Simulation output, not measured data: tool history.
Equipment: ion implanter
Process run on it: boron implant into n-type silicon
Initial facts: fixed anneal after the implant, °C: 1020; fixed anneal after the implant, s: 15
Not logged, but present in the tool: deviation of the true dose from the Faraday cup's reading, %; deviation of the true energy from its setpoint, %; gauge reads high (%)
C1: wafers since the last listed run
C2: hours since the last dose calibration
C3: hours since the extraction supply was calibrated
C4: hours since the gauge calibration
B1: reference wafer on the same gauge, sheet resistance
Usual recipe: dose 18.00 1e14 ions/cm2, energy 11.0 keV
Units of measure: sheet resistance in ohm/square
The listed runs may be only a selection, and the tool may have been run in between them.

{"run": 1, "hour": 0.0, "dose": 16.17, "energy": 11.0, "C1": 0, "C2": 130.7, "C3": 1119.3, "C4": 1005.9, "B1": 90.17, "sheet resistance": 100.93}
{"run": 2, "hour": 26.0, "dose": 18.0, "energy": 11.0, "C1": 305, "C2": 156.7, "C3": 1145.3, "C4": 1031.9, "B1": 90.12, "sheet resistance": 96.54}
{"run": 3, "hour": 55.9, "dose": 18.0, "energy": 10.0, "C1": 351, "C2": 186.6, "C3": 1175.2, "C4": 1061.8, "B1": 90.12, "sheet resistance": 101.22}
{"run": 4, "hour": 106.8, "dose": 18.0, "energy": 10.0, "C1": 598, "C2": 237.5, "C3": 1226.1, "C4": 1112.7, "B1": 90.18, "sheet resistance": 100.71}
{"run": 5, "hour": 149.6, "dose": 18.0, "energy": 10.0, "C1": 503, "C2": 280.3, "C3": 1268.9, "C4": 1155.5, "B1": 90.1, "sheet resistance": 100.95}
{"run": 6, "hour": 219.7, "dose": 18.0, "energy": 11.0, "C1": 824, "C2": 350.4, "C3": 1339.0, "C4": 1225.6, "B1": 90.11, "sheet resistance": 97.01}
{"run": 7, "hour": 276.3, "dose": 18.0, "energy": 11.0, "C1": 665, "C2": 407.0, "C3": 1395.6, "C4": 1282.2, "B1": 90.05, "sheet resistance": 96.89}
{"run": 8, "hour": 346.7, "dose": 18.0, "energy": 8.5, "C1": 828, "C2": 477.4, "C3": 1466.0, "C4": 1352.6, "B1": 90.12, "sheet resistance": 109.24}
{"hour": 420.5, "done": "Faraday cup replaced and dose calibrated"}
{"run": 9, "hour": 421.0, "dose": 18.0, "energy": 8.5, "C1": 780, "C2": 0.5, "C3": 1540.3, "C4": 1426.9, "B1": 90.07, "sheet resistance": 107.3}
{"run": 10, "hour": 457.8, "dose": 21.92, "energy": 11.0, "C1": 432, "C2": 37.3, "C3": 1577.1, "C4": 1463.7, "B1": 90.1, "sheet resistance": 90.52}
{"run": 11, "hour": 513.1, "dose": 21.92, "energy": 11.0, "C1": 650, "C2": 92.6, "C3": 1632.4, "C4": 1519.0, "B1": 90.19, "sheet resistance": 90.8}
{"hour": 531.6, "done": "gauge calibrated"}
{"run": 12, "hour": 556.6, "dose": 21.92, "energy": 11.0, "C1": 511, "C2": 136.1, "C3": 1675.9, "C4": 25.0, "B1": 90.06, "sheet resistance": 90.65}
{"run": 13, "hour": 596.9, "dose": 18.0, "energy": 11.0, "C1": 474, "C2": 176.4, "C3": 1716.2, "C4": 65.3, "B1": 90.05, "sheet resistance": 95.49}
{"run": 14, "hour": 653.5, "dose": 18.0, "energy": 11.0, "C1": 665, "C2": 233.0, "C3": 1772.8, "C4": 121.9, "B1": 90.15, "sheet resistance": 96.42}
{"run": 15, "hour": 718.4, "dose": 21.89, "energy": 8.5, "C1": 763, "C2": 297.9, "C3": 1837.7, "C4": 186.8, "B1": 90.11, "sheet resistance": 104.0}
{"run": 16, "hour": 770.7, "dose": 18.0, "energy": 11.0, "C1": 615, "C2": 350.2, "C3": 1890.0, "C4": 239.1, "B1": 90.09, "sheet resistance": 96.72}
{"run": 17, "hour": 954.2, "dose": 16.39, "energy": 14.0, "C1": 2159, "C2": 533.7, "C3": 2073.5, "C4": 422.6, "B1": 90.11, "sheet resistance": 93.08}
{"run": 18, "hour": 1023.1, "dose": 14.97, "energy": 8.0, "C1": 810, "C2": 602.6, "C3": 2142.4, "C4": 491.5, "B1": 90.1, "sheet resistance": 117.47}
{"hour": 1068.8, "done": "extraction supply calibrated"}
{"run": 19, "hour": 1074.2, "dose": 15.21, "energy": 11.0, "C1": 507, "C2": 653.7, "C3": 5.4, "C4": 542.6, "B1": 90.13, "sheet resistance": 104.18}
{"hour": 1095.2, "done": "Faraday cup replaced and dose calibrated"}
{"run": 20, "hour": 1141.5, "dose": 18.0, "energy": 11.0, "C1": 697, "C2": 46.3, "C3": 72.7, "C4": 609.9, "B1": 90.11, "sheet resistance": 96.24}
{"run": 21, "hour": 1208.2, "dose": 13.91, "energy": 9.0, "C1": 784, "C2": 113.0, "C3": 139.4, "C4": 676.6, "B1": 90.06, "sheet resistance": 115.23}
{"run": 22, "hour": 1233.1, "dose": 16.17, "energy": 11.0, "C1": 292, "C2": 137.9, "C3": 164.3, "C4": 701.5, "B1": 90.11, "sheet resistance": 100.41}
{"run": 23, "hour": 1294.0, "dose": 20.67, "energy": 9.0, "C1": 716, "C2": 198.8, "C3": 225.2, "C4": 762.4, "B1": 90.1, "sheet resistance": 101.82}
{"run": 24, "hour": 1358.3, "dose": 18.0, "energy": 11.0, "C1": 756, "C2": 263.1, "C3": 289.5, "C4": 826.7, "B1": 90.06, "sheet resistance": 96.31}
{"run": 25, "hour": 1405.8, "dose": 22.77, "energy": 9.5, "C1": 558, "C2": 310.6, "C3": 337.0, "C4": 874.2, "B1": 90.03, "sheet resistance": 98.02}
{"run": 26, "hour": 1437.0, "dose": 14.68, "energy": 12.5, "C1": 367, "C2": 341.8, "C3": 368.2, "C4": 905.4, "B1": 90.13, "sheet resistance": 100.9}
{"run": 27, "hour": 1462.2, "dose": 18.0, "energy": 11.0, "C1": 296, "C2": 367.0, "C3": 393.4, "C4": 930.6, "B1": 90.15, "sheet resistance": 96.86}
{"run": 28, "hour": 1524.6, "dose": 18.0, "energy": 12.5, "C1": 734, "C2": 429.4, "C3": 455.8, "C4": 993.0, "B1": 90.12, "sheet resistance": 92.14}
{"run": 29, "hour": 1557.9, "dose": 13.47, "energy": 11.0, "C1": 391, "C2": 462.7, "C3": 489.1, "C4": 1026.3, "B1": 90.09, "sheet resistance": 110.37}

What differs in the tool's unlogged condition from the final listed run ahead of each entry between runs to the first listed run following it?
Run 8 -> run 9: Faraday cup replaced and dose calibrated (hour 420.5)
  deviation of the true dose from the Faraday cup's reading, %: -3.02 -> 0.334
  measured value less the no-hidden-state value, sheet resistance: +0.82 -> -0.08 ohm/square
Run 11 -> run 12: gauge calibrated (hour 531.6)
  deviation of the true dose from the Faraday cup's reading, %: 0.238 -> 0.125
  measured value less the no-hidden-state value, sheet resistance: -0.06 -> -0.03 ohm/square
Run 18 -> run 19: extraction supply calibrated (hour 1068.8)
  deviation of the true dose from the Faraday cup's reading, %: -3.76 -> -4.49
  measured value less the no-hidden-state value, sheet resistance: +1.46 -> +2.14 ohm/square
Run 19 -> run 20: Faraday cup replaced and dose calibrated (hour 1095.2)
  deviation of the true dose from the Faraday cup's reading, %: -4.49 -> 0.434
  measured value less the no-hidden-state value, sheet resistance: +2.14 -> -0.15 ohm/square

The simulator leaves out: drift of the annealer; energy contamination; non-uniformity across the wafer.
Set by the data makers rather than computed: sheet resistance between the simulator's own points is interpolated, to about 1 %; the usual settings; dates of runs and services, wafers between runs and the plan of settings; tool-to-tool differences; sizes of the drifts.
